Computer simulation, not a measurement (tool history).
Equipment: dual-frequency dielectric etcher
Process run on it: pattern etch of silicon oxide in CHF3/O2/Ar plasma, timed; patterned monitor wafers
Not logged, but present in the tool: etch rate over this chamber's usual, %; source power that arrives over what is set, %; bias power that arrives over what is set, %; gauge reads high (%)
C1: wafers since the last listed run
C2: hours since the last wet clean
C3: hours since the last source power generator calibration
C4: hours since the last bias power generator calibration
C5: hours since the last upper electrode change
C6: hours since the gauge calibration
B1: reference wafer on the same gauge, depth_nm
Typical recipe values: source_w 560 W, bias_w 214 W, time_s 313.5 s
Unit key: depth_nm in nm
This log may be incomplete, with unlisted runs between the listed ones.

Run 1, hour 0.0: usual settings but source_w 610 W; C1 0; C2 85.3; C3 1395.6; C4 1596.5; C5 2520.8; C6 624.2; B1 679.0. Result: depth_nm 653.2 nm.
Run 2, hour 12.5: usual settings; C1 78; C2 97.8; C3 1408.1; C4 1609.0; C5 2533.3; C6 636.7; B1 679.5. Result: depth_nm 636.8 nm.
At hour 18.1: source power generator calibrated.
Run 3, hour 29.6: usual settings; C1 81; C2 114.9; C3 11.5; C4 1626.1; C5 2550.4; C6 653.8; B1 679.2. Result: depth_nm 636.7 nm.
Run 4, hour 56.9: usual settings; C1 170; C2 142.2; C3 38.8; C4 1653.4; C5 2577.7; C6 681.1; B1 679.4. Result: depth_nm 641.4 nm.
Run 5, hour 78.3: usual settings; C1 133; C2 163.6; C3 60.2; C4 1674.8; C5 2599.1; C6 702.5; B1 678.7. Result: depth_nm 643.5 nm.
Run 6, hour 91.3: usual settings; C1 81; C2 176.6; C3 73.2; C4 1687.8; C5 2612.1; C6 715.5; B1 678.9. Result: depth_nm 638.9 nm.
Run 7, hour 119.9: usual settings; C1 178; C2 205.2; C3 101.8; C4 1716.4; C5 2640.7; C6 744.1; B1 678.9. Result: depth_nm 647.1 nm.
At hour 120.2: gauge calibrated.
Run 8, hour 146.2: usual settings but source_w 670 W; C1 164; C2 231.5; C3 128.1; C4 1742.7; C5 2667.0; C6 26.0; B1 678.7. Result: depth_nm 678.9 nm.
Run 9, hour 158.8: usual settings but source_w 690 W, bias_w 264 W; C1 78; C2 244.1; C3 140.7; C4 1755.3; C5 2679.6; C6 38.6; B1 678.8. Result: depth_nm 733.7 nm.
Run 10, hour 173.7: usual settings but source_w 650 W, bias_w 172 W; C1 93; C2 259.0; C3 155.6; C4 1770.2; C5 2694.5; C6 53.5; B1 678.9. Result: depth_nm 630.3 nm.
Run 11, hour 209.4: usual settings; C1 223; C2 294.7; C3 191.3; C4 1805.9; C5 2730.2; C6 89.2; B1 678.6. Result: depth_nm 643.6 nm.
Run 12, hour 230.8: usual settings but source_w 630 W; C1 133; C2 316.1; C3 212.7; C4 1827.3; C5 2751.6; C6 110.6; B1 679.5. Result: depth_nm 671.3 nm.
Run 13, hour 260.2: usual settings; C1 183; C2 345.5; C3 242.1; C4 1856.7; C5 2781.0; C6 140.0; B1 679.5. Result: depth_nm 645.6 nm.
At hour 275.5: bias power generator calibrated.
Run 14, hour 276.0: usual settings; C1 73; C2 361.3; C3 257.9; C4 0.5; C5 2796.8; C6 155.8; B1 678.6. Result: depth_nm 648.2 nm.
At hour 304.5: upper electrode replaced.
Run 15, hour 305.0: usual settings but bias_w 256 W; C1 31; C2 390.3; C3 286.9; C4 29.5; C5 0.5; C6 184.8; B1 679.2. Result: depth_nm 691.2 nm.
Run 16, hour 319.4: usual settings but source_w 640 W, bias_w 266 W, time_s 389.0 s; C1 90; C2 404.7; C3 301.3; C4 43.9; C5 14.9; C6 199.2; B1 679.5. Result: depth_nm 902.9 nm.
Run 17, hour 342.1: usual settings but bias_w 188 W, time_s 246.5 s; C1 142; C2 427.4; C3 324.0; C4 66.6; C5 37.6; C6 221.9; B1 679.1. Result: depth_nm 496.0 nm.
At hour 374.3: wet clean of the chamber.
Run 18, hour 374.8: usual settings but source_w 470 W; C1 54; C2 0.5; C3 356.7; C4 99.3; C5 70.3; C6 254.6; B1 678.7. Result: depth_nm 599.9 nm.
Run 19, hour 388.3: usual settings but time_s 345.5 s; C1 84; C2 14.0; C3 370.2; C4 112.8; C5 83.8; C6 268.1; B1 679.2. Result: depth_nm 698.9 nm.
Run 20, hour 415.9: usual settings; C1 172; C2 41.6; C3 397.8; C4 140.4; C5 111.4; C6 295.7; B1 679.3. Result: depth_nm 631.9 nm.
Run 21, hour 432.6: usual settings but source_w 650 W, bias_w 266 W, time_s 250.5 s; C1 104; C2 58.3; C3 414.5; C4 157.1; C5 128.1; C6 312.4; B1 678.6. Result: depth_nm 572.0 nm.
Run 22, hour 447.6: usual settings but source_w 480 W, bias_w 265 W; C1 93; C2 73.3; C3 429.5; C4 172.1; C5 143.1; C6 327.4; B1 679.1. Result: depth_nm 654.4 nm.
Run 23, hour 479.8: usual settings but source_w 460 W, bias_w 228 W, time_s 270.0 s; C1 201; C2 105.5; C3 461.7; C4 204.3; C5 175.3; C6 359.6; B1 678.7. Result: depth_nm 533.8 nm.
Run 24, hour 507.2: usual settings; C1 171; C2 132.9; C3 489.1; C4 231.7; C5 202.7; C6 387.0; B1 679.0. Result: depth_nm 641.4 nm.
Run 25, hour 525.2: usual settings but source_w 670 W, bias_w 189 W, time_s 244.0 s; C1 112; C2 150.9; C3 507.1; C4 249.7; C5 220.7; C6 405.0; B1 679.0. Result: depth_nm 510.6 nm.
Run 26, hour 558.8: usual settings but source_w 450 W, bias_w 175 W, time_s 230.5 s; C1 210; C2 184.5; C3 540.7; C4 283.3; C5 254.3; C6 438.6; B1 678.8. Result: depth_nm 419.1 nm.
Run 27, hour 589.9: usual settings but bias_w 253 W; C1 194; C2 215.6; C3 571.8; C4 314.4; C5 285.4; C6 469.7; B1 678.7. Result: depth_nm 683.3 nm.
Run 28, hour 604.2: usual settings but source_w 630 W, bias_w 200 W, time_s 342.0 s; C1 89; C2 229.9; C3 586.1; C4 328.7; C5 299.7; C6 484.0; B1 678.8. Result: depth_nm 712.7 nm.
Run 29, hour 623.8: usual settings but source_w 610 W, bias_w 231 W; C1 122; C2 249.5; C3 605.7; C4 348.3; C5 319.3; C6 503.6; B1 678.9. Result: depth_nm 679.7 nm.
Run 30, hour 656.3: usual settings; C1 203; C2 282.0; C3 638.2; C4 380.8; C5 351.8; C6 536.1; B1 679.3. Result: depth_nm 655.6 nm.

Table of differences, measured result less the result of that run with no hidden state. Run-to-run variation is the same in both. Gauge scatter possibly is not:
run  depth_nm
  1      +5.3
  2      +5.8
  3      +6.8
  4      +8.4
  5      +9.5
  6     +10.2
  7     +11.9
  8     +14.0
  9     +16.0
 10     +14.5
 11     +16.7
 12     +18.7
 13     +19.6
 14     +20.5
 15     +23.5
 16     +31.8
 17     +18.4
 18      +1.9
 19      +3.0
 20      +4.3
 21      +4.7
 22      +6.2
 23      +6.6
 24      +9.4
 25      +8.3
 26      +8.0
 27     +14.8
 28     +16.4
 29     +16.7
 30     +17.9
